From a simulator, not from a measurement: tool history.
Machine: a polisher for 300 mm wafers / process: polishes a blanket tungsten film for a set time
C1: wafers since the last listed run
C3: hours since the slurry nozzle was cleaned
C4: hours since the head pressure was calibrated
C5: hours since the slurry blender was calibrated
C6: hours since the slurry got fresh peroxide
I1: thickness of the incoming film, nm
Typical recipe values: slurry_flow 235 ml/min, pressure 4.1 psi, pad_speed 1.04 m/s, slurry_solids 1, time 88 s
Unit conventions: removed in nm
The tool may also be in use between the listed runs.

run 1 day=0 | slurry_flow=235 pressure=4.1 pad_speed=1.04 slurry_solids=1 time=88 | C1=0 wafers_polished_on_this_pad=721 C3=163.5 C4=784.7 C5=131.3 C6=51.6 | I1=1497.9 | removed=415
run 2 day=0.704 | slurry_flow=235 pressure=4.1 pad_speed=1.04 slurry_solids=0.9 time=88 | C1=215 wafers_polished_on_this_pad=937 C3=180.4 C4=801.6 C5=148.2 C6=68.5 | I1=1478.3 | removed=406.8
run 3 day=1.575 | slurry_flow=235 pressure=4.1 pad_speed=1.04 slurry_solids=1 time=88 | C1=266 wafers_polished_on_this_pad=1204 C3=201.3 C4=822.5 C5=169.1 C6=89.4 | I1=1471.3 | removed=416.6
-- day=2.212 slurry blender recalibrated
-- day=2.425 worn pad replaced by a new one
run 4 day=2.675 | slurry_flow=235 pressure=4.1 pad_speed=1.04 slurry_solids=1 time=88 | C1=260 wafers_polished_on_this_pad=76 C3=227.7 C4=848.9 C5=11.1 C6=115.8 | I1=1455.9 | removed=428
-- day=3.471 slurry tank refilled with fresh slurry and peroxide
run 5 day=3.525 | slurry_flow=235 pressure=4.1 pad_speed=1.04 slurry_solids=1 time=88 | C1=247 wafers_polished_on_this_pad=324 C3=248.1 C4=869.3 C5=31.5 C6=1.3 | I1=1482.4 | removed=425.3
run 6 day=4.146 | slurry_flow=235 pressure=4.1 pad_speed=1.04 slurry_solids=1 time=88 | C1=190 wafers_polished_on_this_pad=514 C3=263 C4=884.2 C5=46.4 C6=16.2 | I1=1464.4 | removed=414.3
run 7 day=5.008 | slurry_flow=285 pressure=4.1 pad_speed=1.04 slurry_solids=1 time=88 | C1=264 wafers_polished_on_this_pad=778 C3=283.7 C4=904.9 C5=67.1 C6=36.9 | I1=1498.2 | removed=440.3
-- day=6.367 head pressure recalibrated
-- day=6.538 slurry nozzle cleaned
run 8 day=6.638 | slurry_flow=235 pressure=4.1 pad_speed=1.04 slurry_solids=1 time=88 | C1=460 wafers_polished_on_this_pad=1239 C3=2.4 C4=6.5 C5=106.2 C6=76 | I1=1481.8 | removed=415.6
run 9 day=7.325 | slurry_flow=235 pressure=4.1 pad_speed=1.04 slurry_solids=1 time=88 | C1=210 wafers_polished_on_this_pad=1449 C3=18.9 C4=23 C5=122.7 C6=92.5 | I1=1455.5 | removed=420
-- day=8.167 worn pad replaced by a new one
-- day=8.483 slurry tank refilled with fresh slurry and peroxide
run 10 day=8.504 | slurry_flow=195 pressure=4.1 pad_speed=1.04 slurry_solids=1 time=88 | C1=297 wafers_polished_on_this_pad=90 C3=47.2 C4=51.3 C5=151 C6=0.5 | I1=1476.8 | removed=413.1
run 11 day=9.396 | slurry_flow=195 pressure=4.1 pad_speed=1.04 slurry_solids=1 time=88 | C1=273 wafers_polished_on_this_pad=363 C3=68.6 C4=72.7 C5=172.4 C6=21.9 | I1=1469.8 | removed=411.1
-- day=10.379 slurry blender recalibrated
run 12 day=10.662 | slurry_flow=235 pressure=4.1 pad_speed=0.82 slurry_solids=1 time=88 | C1=362 wafers_polished_on_this_pad=725 C3=99 C4=103.1 C5=6.8 C6=52.3 | I1=1492.1 | removed=328.7
run 13 day=11.525 | slurry_flow=235 pressure=4.1 pad_speed=1.04 slurry_solids=1 time=102 | C1=264 wafers_polished_on_this_pad=990 C3=119.7 C4=123.8 C5=27.5 C6=73 | I1=1468.5 | removed=485
run 14 day=12.296 | slurry_flow=235 pressure=4.1 pad_speed=1.04 slurry_solids=1 time=88 | C1=236 wafers_polished_on_this_pad=1226 C3=138.2 C4=142.3 C5=46 C6=91.5 | I1=1465.9 | removed=417.6
-- day=13.254 worn pad replaced by a new one
-- day=13.396 slurry tank refilled with fresh slurry and peroxide
run 15 day=13.417 | slurry_flow=235 pressure=4.1 pad_speed=1.04 slurry_solids=1 time=88 | C1=279 wafers_polished_on_this_pad=36 C3=165.1 C4=169.2 C5=72.9 C6=0.5 | I1=1472.8 | removed=426.5
run 16 day=14.067 | slurry_flow=235 pressure=4.1 pad_speed=1.04 slurry_solids=1 time=88 | C1=199 wafers_polished_on_this_pad=235 C3=180.7 C4=184.8 C5=88.5 C6=16.1 | I1=1437.9 | removed=420.9
run 17 day=15.162 | slurry_flow=235 pressure=4.1 pad_speed=0.78 slurry_solids=1 time=88 | C1=335 wafers_polished_on_this_pad=571 C3=207 C4=211.1 C5=114.8 C6=42.4 | I1=1478.9 | removed=324
run 18 day=16.604 | slurry_flow=235 pressure=4.1 pad_speed=1.04 slurry_solids=0.8 time=117 | C1=441 wafers_polished_on_this_pad=1012 C3=241.6 C4=245.7 C5=149.4 C6=77 | I1=1450.4 | removed=524.2
run 19 day=17.808 | slurry_flow=235 pressure=4.1 pad_speed=1.04 slurry_solids=1 time=88 | C1=368 wafers_polished_on_this_pad=1381 C3=270.5 C4=274.6 C5=178.3 C6=105.9 | I1=1479.1 | removed=425.8
-- day=18.325 worn pad replaced by a new one
-- day=18.546 slurry blender recalibrated
-- day=18.721 slurry tank refilled with fresh slurry and peroxide
run 20 day=18.867 | slurry_flow=235 pressure=4.1 pad_speed=0.92 slurry_solids=1 time=88 | C1=234 wafers_polished_on_this_pad=127 C3=295.9 C4=300 C5=7.7 C6=3.5 | I1=1460.4 | removed=379.7
-- day=19.158 slurry nozzle cleaned
run 21 day=20.267 | slurry_flow=170 pressure=4.1 pad_speed=1.04 slurry_solids=1 time=88 | C1=415 wafers_polished_on_this_pad=543 C3=26.6 C4=333.6 C5=41.3 C6=37.1 | I1=1442.9 | removed=405.9
run 22 day=21.738 | slurry_flow=190 pressure=2.8 pad_speed=1.14 slurry_solids=1 time=75 | C1=450 wafers_polished_on_this_pad=993 C3=61.9 C4=368.9 C5=76.6 C6=72.4 | I1=1471.5 | removed=260.5
run 23 day=22.45 | slurry_flow=190 pressure=4.7 pad_speed=1.04 slurry_solids=1 time=88 | C1=218 wafers_polished_on_this_pad=1212 C3=79 C4=386 C5=93.7 C6=89.5 | I1=1439.9 | removed=467.1
-- day=23.112 slurry tank refilled with fresh slurry and peroxide
run 24 day=23.233 | slurry_flow=190 pressure=4.7 pad_speed=0.72 slurry_solids=0.8 time=88 | C1=227 wafers_polished_on_this_pad=1439 C3=97.8 C4=404.8 C5=112.5 C6=2.9 | I1=1470.4 | removed=314.4
-- day=23.617 worn pad replaced by a new one
run 25 day=23.892 | slurry_flow=210 pressure=4.1 pad_speed=1.26 slurry_solids=0.75 time=102 | C1=150 wafers_polished_on_this_pad=84 C3=113.6 C4=420.6 C5=128.3 C6=18.7 | I1=1444.1 | removed=554.2

Below are 5 alternative next runs, each starting from the tool's condition after run 25. Predict each:
run A day=23.908 | slurry_flow=235 pressure=4.1 pad_speed=1.04 slurry_solids=1 time=88 | C1=5 wafers_polished_on_this_pad=89 C3=114 C4=421 C5=128.7 C6=19.1 | I1=1472.9 | removed=?
run B day=23.908 | slurry_flow=235 pressure=4.1 pad_speed=1.38 slurry_solids=1 time=88 | C1=5 wafers_polished_on_this_pad=89 C3=114 C4=421 C5=128.7 C6=19.1 | I1=1472.9 | removed=?
run C day=23.908 | slurry_flow=235 pressure=3 pad_speed=1.04 slurry_solids=1 time=68 | C1=5 wafers_polished_on_this_pad=89 C3=114 C4=421 C5=128.7 C6=19.1 | I1=1472.9 | removed=?
run D day=23.908 | slurry_flow=210 pressure=4.1 pad_speed=1.04 slurry_solids=1 time=105 | C1=5 wafers_polished_on_this_pad=89 C3=114 C4=421 C5=128.7 C6=19.1 | I1=1472.9 | removed=?
run E day=23.908 | slurry_flow=235 pressure=4.1 pad_speed=0.86 slurry_solids=1 time=88 | C1=5 wafers_polished_on_this_pad=89 C3=114 C4=421 C5=128.7 C6=19.1 | I1=1472.9 | removed=?

run=A removed=423.5
run=B removed=562
run=C removed=239.5
run=D removed=497.8
run=E removed=350.2
The same runs, with their run-to-run variation unchanged, on a tool lacking any hidden condition would have given:
run=A removed=423.5
run=B removed=562
run=C removed=239.5
run=D removed=497.8
run=E removed=350.2

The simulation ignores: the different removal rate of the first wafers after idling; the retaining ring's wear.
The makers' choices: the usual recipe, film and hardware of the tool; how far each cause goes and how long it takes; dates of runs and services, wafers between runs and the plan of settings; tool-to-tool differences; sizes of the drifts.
